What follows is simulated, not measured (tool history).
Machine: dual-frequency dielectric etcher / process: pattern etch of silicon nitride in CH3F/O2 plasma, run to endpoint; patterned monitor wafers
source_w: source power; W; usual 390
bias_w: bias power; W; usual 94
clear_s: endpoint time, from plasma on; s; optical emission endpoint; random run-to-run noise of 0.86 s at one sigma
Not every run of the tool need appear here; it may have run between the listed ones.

| run | day | source_w | bias_w | wafers since the last listed run | hours since the last wet clean | hours since the last source power generator calibration | hours since the last bias power generator calibration | hours since the last upper electrode change | incoming incoming film thickness, nm | clear_s |
|---|---|---|---|---|---|---|---|---|---|---|
| 1 | 0 | 390 | 94 | 0 | 267.5 | 2404.8 | 3676.8 | 3775.7 | 92.5 | 105.9 |
| 2 | 0.279 | 390 | 94 | 48 | 274.2 | 2411.5 | 3683.5 | 3782.4 | 91.7 | 105 |
| 3 | 1.021 | 390 | 94 | 129 | 292 | 2429.3 | 3701.3 | 3800.2 | 92.2 | 107.2 |
| 4 | 2.238 | 390 | 94 | 212 | 321.2 | 2458.5 | 3730.5 | 3829.4 | 92.1 | 105.6 |
| 5 | 2.9 | 390 | 94 | 115 | 337.1 | 2474.4 | 3746.4 | 3845.3 | 92.9 | 107.8 |
| 6 | 4.625 | 390 | 94 | 300 | 378.5 | 2515.8 | 3787.8 | 3886.7 | 91.5 | 106 |
| 7 | 5.112 | 390 | 94 | 84 | 390.2 | 2527.5 | 3799.5 | 3898.4 | 91.4 | 105.6 |
|  | 5.808 | bias power generator calibrated |
| 8 | 5.829 | 390 | 88 | 95 | 407.4 | 2544.7 | 0.5 | 3915.6 | 92.5 | 110.1 |
| 9 | 6.133 | 390 | 88 | 53 | 414.7 | 2552 | 7.8 | 3922.9 | 92 | 109.3 |
| 10 | 6.658 | 390 | 88 | 91 | 427.3 | 2564.6 | 20.4 | 3935.5 | 92.8 | 111.3 |
| 11 | 7.075 | 390 | 94 | 72 | 437.3 | 2574.6 | 30.4 | 3945.5 | 92.3 | 108.2 |
| 12 | 7.721 | 390 | 94 | 112 | 452.8 | 2590.1 | 45.9 | 3961 | 92.2 | 109 |
|  | 9.008 | wet clean of the chamber |
| 13 | 9.029 | 390 | 94 | 53 | 0.5 | 2621.5 | 77.3 | 3992.4 | 91.9 | 101.4 |
| 14 | 9.371 | 390 | 94 | 59 | 8.7 | 2629.7 | 85.5 | 4000.6 | 92.3 | 104.3 |
|  | 10.671 | upper electrode replaced |
| 15 | 10.692 | 390 | 94 | 55 | 40.4 | 2661.4 | 117.2 | 0.5 | 91.3 | 101.1 |
| 16 | 10.708 | 390 | 94 | 2 | 40.8 | 2661.8 | 117.6 | 0.9 | 93.8 | 104.2 |
| 17 | 10.808 | 340 | 105 | 17 | 43.2 | 2664.2 | 120 | 3.3 | 92.7 | 102.6 |
| 18 | 12.438 | 300 | 84 | 283 | 82.3 | 2703.3 | 159.1 | 42.4 | 92.6 | 118.5 |
| 19 | 12.938 | 390 | 85 | 87 | 94.3 | 2715.3 | 171.1 | 54.4 | 92.6 | 108.3 |
| 20 | 13.412 | 420 | 113 | 82 | 105.7 | 2726.7 | 182.5 | 65.8 | 92.2 | 94.4 |
| 21 | 13.804 | 450 | 109 | 68 | 115.1 | 2736.1 | 191.9 | 75.2 | 92.1 | 92.5 |
|  | 14.083 | source power generator calibrated |
| 22 | 14.167 | 390 | 94 | 34 | 123.8 | 2 | 200.6 | 83.9 | 91.9 | 104.4 |
| 23 | 14.421 | 390 | 94 | 44 | 129.9 | 8.1 | 206.7 | 90 | 92.6 | 106.6 |
| 24 | 14.775 | 460 | 101 | 61 | 138.4 | 16.6 | 215.2 | 98.5 | 91.8 | 96.6 |
| 25 | 15.483 | 390 | 86 | 123 | 155.4 | 33.6 | 232.2 | 115.5 | 92.1 | 109.2 |
| 26 | 16.017 | 340 | 109 | 92 | 168.2 | 46.4 | 245 | 128.3 | 92.4 | 102.1 |
| 27 | 16.671 | 390 | 94 | 114 | 183.9 | 62.1 | 260.7 | 144 | 92.5 | 106.9 |
| 28 | 17.375 | 470 | 73 | 122 | 200.8 | 79 | 277.6 | 160.9 | 92.5 | 110.3 |
| 29 | 17.875 | 320 | 87 | 87 | 212.8 | 91 | 289.6 | 172.9 | 91.5 | 114.2 |
| 30 | 18.362 | 360 | 75 | 84 | 224.5 | 102.7 | 301.3 | 184.6 | 91.8 | 118.1 |
| 31 | 18.721 | 300 | 94 | 62 | 233.1 | 111.3 | 309.9 | 193.2 | 92.8 | 116.7 |
| 32 | 19.317 | 420 | 107 | 103 | 247.4 | 125.6 | 324.2 | 207.5 | 92.6 | 98.9 |
| 33 | 19.596 | 450 | 108 | 48 | 254.1 | 132.3 | 330.9 | 214.2 | 93 | 96.2 |
| 34 | 19.9 | 460 | 103 | 53 | 261.4 | 139.6 | 338.2 | 221.5 | 92.8 | 96.7 |
| 35 | 20.392 | 470 | 73 | 85 | 273.2 | 151.4 | 350 | 233.3 | 91.8 | 110.7 |

For some of the steps in clear_s from one run to the next: how much would appear even if the tool had no hidden state, given the settings, what came in and random variation, and how much remains for the hidden state plus any gauge scatter that the measured result and the result without hidden state don't share?
What the log doesn't record here: etch rate over this chamber's usual, %; source power that arrives over what is set, %; bias power that arrives over what is set, %.
Run 12 -> 13: wet clean of the chamber. clear_s -7.6 s: hidden state -5.3, all else -2.3.
Run 17 -> 18: source_w 340 -> 300, bias_w 105 -> 84. clear_s +15.9 s: hidden state +0.6, all else +15.3.
Run 31 -> 32: source_w 300 -> 420, bias_w 94 -> 107. clear_s -17.8 s: hidden state -0.3, all else -17.5.
Run 34 -> 35: source_w 460 -> 470, bias_w 103 -> 73. clear_s +14 s: hidden state +0.6, all else +13.4.

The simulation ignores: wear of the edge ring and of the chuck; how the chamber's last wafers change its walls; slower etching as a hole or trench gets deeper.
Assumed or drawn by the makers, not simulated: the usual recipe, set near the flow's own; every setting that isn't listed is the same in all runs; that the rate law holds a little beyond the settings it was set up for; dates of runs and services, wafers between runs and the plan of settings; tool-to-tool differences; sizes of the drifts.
